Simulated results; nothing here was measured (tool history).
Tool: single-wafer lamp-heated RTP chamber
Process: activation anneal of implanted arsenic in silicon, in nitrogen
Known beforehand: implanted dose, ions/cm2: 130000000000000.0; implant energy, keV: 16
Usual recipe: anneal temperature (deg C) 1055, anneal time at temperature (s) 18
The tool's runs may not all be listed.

run	day	anneal temperature (deg C)	anneal time at temperature (s)	read-back reference wafer on the same gauge, sheet resistance	sheet resistance of the implanted and annealed layer (ohm/square)
1	0.000	1055	18	498.13	613.18
2	2.050	1055	18	498.20	610.87
3	3.279	1055	18	497.98	612.78
4	5.829	1055	18	497.88	612.54
5	7.775	1055	18	497.89	613.55
6	9.208	1055	18	497.99	613.42
7	10.717	1055	18	498.07	612.98
8	13.008	1055	18	498.14	612.17
9	15.096	1055	21	497.98	609.50
10	21.704	1055	18	497.87	609.62
11	23.858	1036	18	497.99	614.65
12	25.292	1065	18	497.99	606.62
13	27.300	1084	13	497.80	604.13
14	30.008	1055	18	497.95	612.67
15	31.012	1055	18	497.99	614.19
16	37.800	1055	21	498.16	609.18
17	40.138	1081	28	497.90	593.33
18	41.546	1076	21	497.79	605.07
19	43.775	1074	25	498.15	600.28
20	46.721	1076	18	498.23	606.30
21	48.221	1055	18	498.17	613.48
22	49.721	1080	18	498.17	605.02
23	52.446	1055	18	497.89	613.81
24	54.679	1081	8	497.88	614.71
25	55.908	1055	15	498.14	614.81

Put back what was entered between runs (9 entries, withheld): which listed runs does each sit between, and how does the hidden state differ from the listed run before to the listed run after?
Between runs 1 and 2: reflector plate cleaned (day 1.483)
  true wafer temperature minus pyrometer reading, K: 4.29 -> 4.94
  measured less the result without the state, sheet resistance of the implanted and annealed layer (ohm/square): -1.20 -> -1.39
Between runs 4 and 5: pyrometer window cleaned and pyrometer calibrated (day 6.496)
  true wafer temperature minus pyrometer reading, K: 5.49 -> 1.62
  measured less the result without the state, sheet resistance of the implanted and annealed layer (ohm/square): -1.55 -> -0.44
Between runs 9 and 10: pyrometer window cleaned and pyrometer calibrated (day 16.204)
  true wafer temperature minus pyrometer reading, K: 5.01 -> 14.5
  measured less the result without the state, sheet resistance of the implanted and annealed layer (ohm/square): -1.57 -> -4.39
Between runs 13 and 14: reflector plate cleaned (day 27.683); pyrometer window cleaned and pyrometer calibrated, repeated, since the last time left the tool worse (day 29.812)
  true wafer temperature minus pyrometer reading, K: 15.5 -> 0.762
  measured less the result without the state, sheet resistance of the implanted and annealed layer (ohm/square): -5.74 -> -0.20
Between runs 15 and 16: gauge calibrated (day 36.592)
  true wafer temperature minus pyrometer reading, K: 2.01 -> 5.38
  measured less the result without the state, sheet resistance of the implanted and annealed layer (ohm/square): -0.55 -> -1.69
Between runs 17 and 18: pyrometer window cleaned and pyrometer calibrated (day 41.525)
  true wafer temperature minus pyrometer reading, K: 5.69 -> 0.452
  measured less the result without the state, sheet resistance of the implanted and annealed layer (ohm/square): -2.99 -> -0.19
Between runs 22 and 23: pyrometer window cleaned and pyrometer calibrated (day 52.179)
  true wafer temperature minus pyrometer reading, K: 5.36 -> 0.967
  measured less the result without the state, sheet resistance of the implanted and annealed layer (ohm/square): -2.16 -> -0.26
Between runs 23 and 24: reflector plate cleaned (day 54.467)
  true wafer temperature minus pyrometer reading, K: 0.967 -> 3.3
  measured less the result without the state, sheet resistance of the implanted and annealed layer (ohm/square): -0.26 -> -0.79
